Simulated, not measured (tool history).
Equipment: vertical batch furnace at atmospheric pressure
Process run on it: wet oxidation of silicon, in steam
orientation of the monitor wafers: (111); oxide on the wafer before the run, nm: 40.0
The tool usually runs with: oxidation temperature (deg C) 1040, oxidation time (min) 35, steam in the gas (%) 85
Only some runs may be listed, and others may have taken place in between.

run     day  oxidation temperature (deg C)  oxidation time (min)  steam in the gas (%)  read-back reference wafer on the same gauge, thickness  oxide thickness on the monitor wafer (nm)
  1       0                           1040                    35                    85                                                  461.81                                     402.76
  2   1.112                           1040                    35                    85                                                  462.14                                     404.57
  3   3.454                           1040                    35                    85                                                  461.96                                     402.04
  4   4.558                           1047                    35                    85                                                  461.91                                      414.9
  5   5.654                           1047                    35                    85                                                  462.28                                     414.69
  6   6.904                           1047                    35                    85                                                  462.12                                     415.83
      7.567  -- gauge calibrated
  7   8.233                           1030                    35                    85                                                  462.01                                      383.6
  8   8.912                           1040                    35                    85                                                  462.12                                     401.64
  9   9.483                           1047                    35                    85                                                  461.92                                     414.09
     12.271  -- thermocouples replaced and temperature profile calibrated
 10  13.538                           1040                    35                    85                                                  462.22                                     400.45
     15.308  -- steam generator serviced
 11  15.329                           1040                    35                    77                                                  461.87                                     394.69
 12  16.096                           1050                  39.5                    74                                                  461.82                                     432.47
 13  17.046                           1040                    18                    85                                                  461.86                                     283.39
 14  18.512                           1062                    52                    74                                                  461.98                                        531
 15  19.329                           1051                  42.5                    85                                                  461.95                                      489.4
 16  20.396                           1040                    35                    85                                                  462.01                                     417.16
 17  21.338                           1040                  17.5                    85                                                  461.85                                     277.98

Each row is a separate what-if for the run after 17, all from the same tool condition, not one after another. Results?
  A  21.525                           1040                    41                    85                                                       ?                                          ?
  B  21.525                           1021                    30                    78                                                       ?                                          ?
  C  21.525                           1028                    35                    85                                                       ?                                          ?

run  read-back reference wafer on the same gauge, thickness  oxide thickness on the monitor wafer (nm)
  A                                                  461.93                                     456.48
  B                                                  461.93                                     329.23
  C                                                  461.93                                     393.38
With no hidden state in the tool, these same runs would have given:
run  oxide thickness on the monitor wafer (nm)
  A                                     461.62
  B                                      333.1
  C                                     397.91
